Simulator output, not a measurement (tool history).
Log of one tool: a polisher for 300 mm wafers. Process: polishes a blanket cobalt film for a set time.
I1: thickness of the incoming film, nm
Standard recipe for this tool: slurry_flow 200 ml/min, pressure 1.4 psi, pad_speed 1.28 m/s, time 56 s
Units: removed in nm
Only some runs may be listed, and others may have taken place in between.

Run 1, day 0.000: usual settings but pad_speed 1.04 m/s, time 46 s; I1 715.3. Result: removed 202.1 nm.
Run 2, day 1.396: usual settings; I1 711.9. Result: removed 302.6 nm.
Run 3, day 1.921: usual settings; I1 707.2. Result: removed 300.7 nm.
Run 4, day 3.038: usual settings; I1 721.4. Result: removed 298.9 nm.
Run 5, day 4.388: usual settings; I1 714.5. Result: removed 296.7 nm.
Run 6, day 5.133: usual settings; I1 728.9. Result: removed 293.3 nm.
Run 7, day 6.404: usual settings; I1 716.7. Result: removed 294.6 nm.
Run 8, day 7.771: usual settings; I1 720.0. Result: removed 291.5 nm.
Run 9, day 9.150: usual settings but pressure 1.8 psi; I1 723.8. Result: removed 376.8 nm.
Run 10, day 10.133: usual settings but pressure 1.1 psi; I1 708.7. Result: removed 232.5 nm.
Run 11, day 10.842: usual settings but pressure 1.1 psi; I1 730.4. Result: removed 232.9 nm.
Run 12, day 12.179: usual settings but pressure 1.1 psi; I1 722.8. Result: removed 233.5 nm.
Run 13, day 13.325: usual settings but slurry_flow 250 ml/min, pressure 1.6 psi, pad_speed 1.12 m/s; I1 723.7. Result: removed 301.3 nm.
Run 14, day 14.233: usual settings but slurry_flow 160 ml/min, pressure 1.9 psi, time 75 s; I1 714.0. Result: removed 498.6 nm.
Run 15, day 15.512: usual settings; I1 716.4. Result: removed 293.3 nm.
Run 16, day 16.771: usual settings but slurry_flow 165 ml/min, pressure 1.2 psi, pad_speed 1.46 m/s; I1 708.5. Result: removed 273.8 nm.
Run 17, day 17.612: usual settings but pressure 1.6 psi; I1 717.0. Result: removed 353.1 nm.
Run 18, day 18.271: usual settings but slurry_flow 265 ml/min, pressure 1.6 psi, pad_speed 0.96 m/s, time 62 s; I1 728.8. Result: removed 295.7 nm.
Run 19, day 19.025: usual settings; I1 721.3. Result: removed 303.7 nm.
Run 20, day 19.938: usual settings but slurry_flow 170 ml/min, pressure 1.0 psi; I1 706.7. Result: removed 210.7 nm.
Run 21, day 20.750: usual settings but slurry_flow 245 ml/min, pressure 1.2 psi, pad_speed 1.00 m/s, time 48 s; I1 724.2. Result: removed 180.7 nm.
Run 22, day 21.846: usual settings but time 44 s; I1 728.4. Result: removed 235.7 nm.
Run 23, day 22.938: usual settings; I1 717.1. Result: removed 296.8 nm.
Run 24, day 23.854: usual settings but pad_speed 1.70 m/s, time 71 s; I1 718.9. Result: removed 499.2 nm.

Withheld: 6 entries from between the runs. Position of each, and hidden state at the listed run before versus the listed run after:
After run 1, before run 2: worn pad replaced by a new one (day 1.262)
  slurry flow missing at the pad, %: 7.82 -> 11.7
  measured value less the no-hidden-state value, removed: -2.5 -> -6.0 nm
After run 8, before run 9: worn pad replaced by a new one (day 8.025)
  slurry flow missing at the pad, %: 22 -> 23.2
  measured value less the no-hidden-state value, removed: -12.6 -> -17.4 nm
After run 12, before run 13: head pressure recalibrated (day 12.992)
  slurry flow missing at the pad, %: 25 -> 25.5
  measured value less the no-hidden-state value, removed: -11.9 -> -12.6 nm
After run 14, before run 15: worn pad replaced by a new one (day 15.492)
  slurry flow missing at the pad, %: 25.9 -> 26.3
  measured value less the no-hidden-state value, removed: -33.9 -> -16.1 nm
After run 16, before run 17: slurry nozzle cleaned (day 17.458)
  slurry flow missing at the pad, %: 26.6 -> 2.3
  measured value less the no-hidden-state value, removed: -18.7 -> -1.2 nm
After run 21, before run 22: worn pad replaced by a new one (day 21.788)
  slurry flow missing at the pad, %: 11.9 -> 14.3
  measured value less the no-hidden-state value, removed: -2.9 -> -5.9 nm
